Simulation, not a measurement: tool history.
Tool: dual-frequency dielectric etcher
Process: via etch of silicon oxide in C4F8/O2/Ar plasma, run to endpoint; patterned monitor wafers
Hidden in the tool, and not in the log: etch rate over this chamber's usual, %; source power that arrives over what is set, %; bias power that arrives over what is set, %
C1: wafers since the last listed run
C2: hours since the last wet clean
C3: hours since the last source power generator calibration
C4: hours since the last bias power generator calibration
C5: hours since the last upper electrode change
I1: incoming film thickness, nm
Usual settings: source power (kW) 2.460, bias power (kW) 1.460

Run 1, hour 0.0: usual settings; C1 0; C2 212.7; C3 2623.8; C4 4019.7; C5 2741.7; I1 989.3. Result: endpoint time (s) 195.8.
Run 2, hour 17.5: usual settings; C1 63; C2 230.2; C3 2641.3; C4 4037.2; C5 2759.2; I1 988.1. Result: endpoint time (s) 198.3.
Run 3, hour 42.8: usual settings; C1 92; C2 255.5; C3 2666.6; C4 4062.5; C5 2784.5; I1 998.5. Result: endpoint time (s) 199.1.
Run 4, hour 55.8: usual settings; C1 47; C2 268.5; C3 2679.6; C4 4075.5; C5 2797.5; I1 998.1. Result: endpoint time (s) 201.2.
Run 5, hour 85.2: usual settings; C1 107; C2 297.9; C3 2709.0; C4 4104.9; C5 2826.9; I1 1001.6. Result: endpoint time (s) 202.4.
Run 6, hour 108.8: usual settings; C1 85; C2 321.5; C3 2732.6; C4 4128.5; C5 2850.5; I1 991.5. Result: endpoint time (s) 199.9.
Run 7, hour 131.6: usual settings; C1 82; C2 344.3; C3 2755.4; C4 4151.3; C5 2873.3; I1 998.4. Result: endpoint time (s) 201.5.
Run 8, hour 163.7: usual settings but source power (kW) 2.250; C1 116; C2 376.4; C3 2787.5; C4 4183.4; C5 2905.4; I1 994.5. Result: endpoint time (s) 209.5.
At hour 175.8: bias power generator calibrated.
Run 9, hour 197.4: usual settings but source power (kW) 2.250; C1 108; C2 410.1; C3 2821.2; C4 21.6; C5 2939.1; I1 997.1. Result: endpoint time (s) 212.2.
Run 10, hour 228.3: usual settings but bias power (kW) 1.333; C1 112; C2 441.0; C3 2852.1; C4 52.5; C5 2970.0; I1 996.5. Result: endpoint time (s) 208.4.
Run 11, hour 247.7: usual settings but bias power (kW) 1.333; C1 70; C2 460.4; C3 2871.5; C4 71.9; C5 2989.4; I1 997.9. Result: endpoint time (s) 207.2.
Run 12, hour 267.7: usual settings; C1 72; C2 480.4; C3 2891.5; C4 91.9; C5 3009.4; I1 991.2. Result: endpoint time (s) 201.0.
Run 13, hour 284.0: usual settings but source power (kW) 2.170, bias power (kW) 1.133; C1 59; C2 496.7; C3 2907.8; C4 108.2; C5 3025.7; I1 1005.9. Result: endpoint time (s) 235.5.
Run 14, hour 303.9: usual settings; C1 72; C2 516.6; C3 2927.7; C4 128.1; C5 3045.6; I1 996.1. Result: endpoint time (s) 203.2.
Run 15, hour 318.0: usual settings but source power (kW) 1.880; C1 51; C2 530.7; C3 2941.8; C4 142.2; C5 3059.7; I1 996.2. Result: endpoint time (s) 231.6.
At hour 351.3: source power generator calibrated.
At hour 373.1: wet clean of the chamber.
At hour 376.5: upper electrode replaced.
Run 16, hour 377.0: usual settings but source power (kW) 2.920, bias power (kW) 1.771; C1 108; C2 3.9; C3 25.7; C4 201.2; C5 0.5; I1 986.4. Result: endpoint time (s) 167.3.
Run 17, hour 386.4: usual settings but source power (kW) 1.940, bias power (kW) 1.638; C1 34; C2 13.3; C3 35.1; C4 210.6; C5 9.9; I1 994.7. Result: endpoint time (s) 207.6.
Run 18, hour 406.6: usual settings but bias power (kW) 1.132; C1 73; C2 33.5; C3 55.3; C4 230.8; C5 30.1; I1 998.0. Result: endpoint time (s) 208.2.
Run 19, hour 420.5: usual settings but bias power (kW) 1.353; C1 50; C2 47.4; C3 69.2; C4 244.7; C5 44.0; I1 977.3. Result: endpoint time (s) 191.7.
Run 20, hour 445.2: usual settings but source power (kW) 2.270, bias power (kW) 1.279; C1 89; C2 72.1; C3 93.9; C4 269.4; C5 68.7; I1 996.9. Result: endpoint time (s) 208.1.
Run 21, hour 474.9: usual settings but bias power (kW) 1.293; C1 108; C2 101.8; C3 123.6; C4 299.1; C5 98.4; I1 1001.5. Result: endpoint time (s) 199.8.
Run 22, hour 499.9: usual settings but source power (kW) 2.820, bias power (kW) 1.231; C1 90; C2 126.8; C3 148.6; C4 324.1; C5 123.4; I1 1005.7. Result: endpoint time (s) 195.9.

The tool's hidden state at each run:
source power that arrives over what is set, %: 0 in every run
bias power that arrives over what is set, %: 0 in every run
H1: etch rate over this chamber's usual, %
run       H1
  1    -2.41
  2    -2.58
  3    -2.84
  4    -2.97
  5    -3.27
  6    -3.51
  7    -3.74
  8    -4.06
  9     -4.4
 10    -4.71
 11    -4.91
 12    -5.11
 13    -5.28
 14    -5.48
 15    -5.62
 16   0.0803
 17  -0.0146
 18   -0.219
 19   -0.359
 20   -0.609
 21   -0.909
 22    -1.16
